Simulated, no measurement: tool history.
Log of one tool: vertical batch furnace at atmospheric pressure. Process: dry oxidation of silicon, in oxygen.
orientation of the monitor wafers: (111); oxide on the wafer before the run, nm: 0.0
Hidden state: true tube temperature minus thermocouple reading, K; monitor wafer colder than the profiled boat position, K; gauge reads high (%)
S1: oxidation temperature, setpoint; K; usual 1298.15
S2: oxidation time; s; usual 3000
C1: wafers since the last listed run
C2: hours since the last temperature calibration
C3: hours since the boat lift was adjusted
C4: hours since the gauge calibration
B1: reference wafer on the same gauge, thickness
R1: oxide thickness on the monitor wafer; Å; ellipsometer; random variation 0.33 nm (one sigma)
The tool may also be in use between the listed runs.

run     day       S1    S2    C1      C2      C3     C4     B1     R1
  1       0  1298.15  3000     0   215.7  5129.7   61.6     84  716.2
  2   3.988  1285.15  3000  1638   311.4  5225.4  157.3  83.97  651.3
  3   6.146  1285.15  3000   886   363.2  5277.2  209.1  83.77  652.9
  4   7.804  1298.15  3000   681     403    5317  248.9  83.86  714.1
  5  10.092  1298.15  3000   940   457.9  5371.9  303.8  83.64  709.4
  6  14.354  1298.15  3000  1751   560.2  5474.2  406.1  83.15  712.9
  7  17.867  1298.15  3000  1443   644.5  5558.5  490.4  83.11  711.7
  8  25.667  1298.15  3000  3205   831.7  5745.7  677.6  82.66  709.5
  9  29.079  1298.15  3000  1402   913.6  5827.6  759.5  82.01  704.5
     29.167  -- gauge calibrated
 10  31.604  1298.15  3000  1037   974.2  5888.2   58.5  84.43  721.6
     33.162  -- boat lift adjusted
 11  35.517  1306.15  3000  1196  1068.1    56.5  152.4  84.51  762.1
 12  39.633  1298.15  3000  1691  1166.9   155.3  251.2  84.25  720.3
 13  43.342  1313.15  3870  1523  1255.9   244.3  340.2  84.07    931
 14  47.638  1308.15  4470  1765    1359   347.4  443.3  83.67  976.6
      49.55  -- thermocouples replaced and temperature profile calibrated
 15  50.867  1279.15  4290   916    31.6   424.9  520.8  83.61  786.1
 16  53.042  1278.15  4440   893    83.8   477.1    573  83.53  799.4
 17  56.358  1298.15  4170  1363   163.4   556.7  652.6  83.31  876.5
 18  58.262  1274.15  2100   782   209.1   602.4  698.3  82.92  470.6
 19  60.908  1310.15  3000  1087   272.6   665.9  761.8  82.65  757.4
     61.004  -- gauge calibrated
 20  64.838  1307.15  3000  1614   366.9   760.2     92  83.44  761.2
 21  67.858  1279.15  4290  1241   439.4   832.7  164.5  83.67  786.3
 22  69.492  1319.15  2430   671   478.6   871.9  203.7  83.29  708.2

Forecast each of these 4 alternatives for the next run:
  A  69.704  1316.15  3000  87  483.7  877  208.8   ?   ?
  B  69.704  1279.15  3000  87  483.7  877  208.8   ?   ?
  C  69.704  1319.15  3480  87  483.7  877  208.8   ?   ?
  D  69.704  1277.15  3000  87  483.7  877  208.8   ?   ?

run     B1     R1
  A  83.29  797.7
  B  83.29  621.2
  C  83.29  892.9
  D  83.29  611.4
Without the tool's hidden state the same runs would have given:
run     R1
  A  805.1
  B  626.9
  C  901.2
  D  617.1

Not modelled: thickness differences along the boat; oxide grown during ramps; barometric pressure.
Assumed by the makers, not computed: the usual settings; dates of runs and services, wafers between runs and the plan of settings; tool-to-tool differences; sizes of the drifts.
